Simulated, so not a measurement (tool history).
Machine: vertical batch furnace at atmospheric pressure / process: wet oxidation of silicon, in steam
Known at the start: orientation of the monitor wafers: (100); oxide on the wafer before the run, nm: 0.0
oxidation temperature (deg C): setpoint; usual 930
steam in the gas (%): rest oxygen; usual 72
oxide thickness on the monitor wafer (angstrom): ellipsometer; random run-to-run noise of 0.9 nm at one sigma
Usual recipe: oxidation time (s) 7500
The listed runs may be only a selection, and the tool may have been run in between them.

run	hour	oxidation temperature (deg C)	oxidation time (s)	steam in the gas (%)	read-back reference wafer on the same gauge, thickness	oxide thickness on the monitor wafer (angstrom)
1	0.0	930	7500	77	353.90	3338.7
2	94.3	930	7500	72	353.95	3181.4
# hour 187.5: gauge calibrated
3	189.7	930	7500	72	354.07	3183.3
4	230.1	930	7500	72	354.16	3180.8
5	298.6	930	7500	72	353.74	3167.5
6	398.5	930	7500	72	354.05	3181.6
7	615.4	930	7500	72	354.07	3178.3
8	702.6	930	7500	72	354.00	3174.5
9	799.0	930	7500	80	353.99	3453.3
10	835.2	930	7500	72	353.85	3187.5
11	918.6	930	7500	72	353.98	3186.7
12	991.6	914	11190	60	354.04	3247.5
# hour 1049.7: steam generator serviced
13	1059.9	930	7500	72	354.09	3184.1
14	1122.2	930	6300	72	354.29	2771.5
15	1218.5	937	6510	72	353.94	3056.0
# hour 1250.7: thermocouples replaced and temperature profile calibrated
16	1289.3	953	9660	81	353.78	5131.6
17	1396.5	930	7500	72	353.92	3186.4
# hour 1477.5: gauge calibrated
18	1565.3	953	7500	72	354.09	3898.6
19	1620.8	907	6510	62	353.93	1950.1
20	1712.7	930	7500	72	353.88	3183.5
21	1781.6	944	9630	72	353.95	4362.3
22	1841.2	930	7500	83	353.77	3536.7
23	1940.0	930	7500	72	354.23	3173.3

Alternative continuations, all from the tool just after run 23; predict every row:
A	1946.3	930	7500	72	?	?
B	1946.3	954	8820	68	?	?
C	1946.3	953	9480	62	?	?
D	1946.3	930	10530	72	?	?

run	read-back reference wafer on the same gauge, thickness	oxide thickness on the monitor wafer (angstrom)
A	353.97	3181.5
B	353.97	4271.1
C	353.97	4172.6
D	353.97	4139.0
Stripped of hidden state, with their random variation kept, the same runs would have yielded:
run	oxide thickness on the monitor wafer (angstrom)
A	3181.5
B	4271.1
C	4172.6
D	4139.0
